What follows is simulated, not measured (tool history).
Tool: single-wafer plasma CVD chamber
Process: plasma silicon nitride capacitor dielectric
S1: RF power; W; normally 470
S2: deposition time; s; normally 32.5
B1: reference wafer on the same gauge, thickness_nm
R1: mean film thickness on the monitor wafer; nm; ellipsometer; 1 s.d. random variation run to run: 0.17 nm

| run | day | S1 | S2 | B1 | R1 |
|---|---|---|---|---|---|
| 1 | 0.000 | 510 | 28.4 | 41.053 | 39.204 |
| 2 | 1.512 | 470 | 32.5 | 41.080 | 43.633 |
| 3 | 4.625 | 470 | 32.5 | 41.079 | 43.449 |
| 4 | 6.479 | 470 | 32.5 | 41.100 | 43.274 |
| 5 | 14.467 | 470 | 32.5 | 41.066 | 43.510 |
| 6 | 17.483 | 470 | 32.5 | 41.068 | 43.383 |
| 7 | 19.071 | 470 | 32.5 | 41.129 | 43.420 |
| 8 | 21.800 | 470 | 32.5 | 41.095 | 43.281 |
| 9 | 23.367 | 470 | 32.5 | 41.071 | 42.914 |
| 10 | 29.396 | 470 | 34.3 | 41.093 | 45.517 |
| 11 | 31.846 | 425 | 32.5 | 41.118 | 41.101 |
| 12 | 35.325 | 425 | 32.5 | 41.123 | 41.124 |
| 13 | 39.404 | 535 | 37.7 | 41.062 | 52.096 |
|  | 40.604 | gauge calibrated |
| 14 | 43.333 | 510 | 36.7 | 41.126 | 50.171 |
|  | 45.429 | RF generator calibrated |
| 15 | 45.800 | 470 | 32.5 | 41.059 | 42.095 |
| 16 | 49.292 | 420 | 29.7 | 41.074 | 36.543 |
| 17 | 52.550 | 390 | 28.8 | 41.124 | 34.149 |
| 18 | 56.579 | 470 | 38.1 | 41.143 | 49.116 |
| 19 | 58.096 | 470 | 32.5 | 41.097 | 41.940 |
|  | 58.575 | showerhead replaced |
|  | 59.992 | RF generator calibrated, repeated, since the last time left the tool worse |
| 20 | 61.879 | 395 | 35.4 | 41.139 | 44.087 |
| 21 | 65.833 | 445 | 34.5 | 41.127 | 45.612 |
| 22 | 68.167 | 445 | 34.5 | 41.092 | 45.443 |
| 23 | 72.575 | 395 | 35.2 | 41.085 | 43.842 |
| 24 | 76.762 | 470 | 32.5 | 41.119 | 43.540 |

For some of the steps in R1 from one run to the next: how much would appear even if the tool had no hidden state, given the settings, what came in and random variation, and how much remains for the hidden state plus any gauge scatter that the measured result and the result without hidden state don't share?
Hidden conditions of the tool in this case: delivered RF power above the setpoint (%); gauge reads high (%).
Run 12 -> 13: S1 425 -> 535, S2 32.5 -> 37.7. R1 +10.972 nm: hidden state -0.303, all else +11.275.
Run 17 -> 18: S1 390 -> 470, S2 28.8 -> 38.1. R1 +14.967 nm: hidden state -0.764, all else +15.731.
Run 19 -> 20: S1 470 -> 395, S2 32.5 -> 35.4, showerhead replaced, RF generator calibrated, repeated, since the last time left the tool worse. R1 +2.147 nm: hidden state +1.937, all else +0.210.
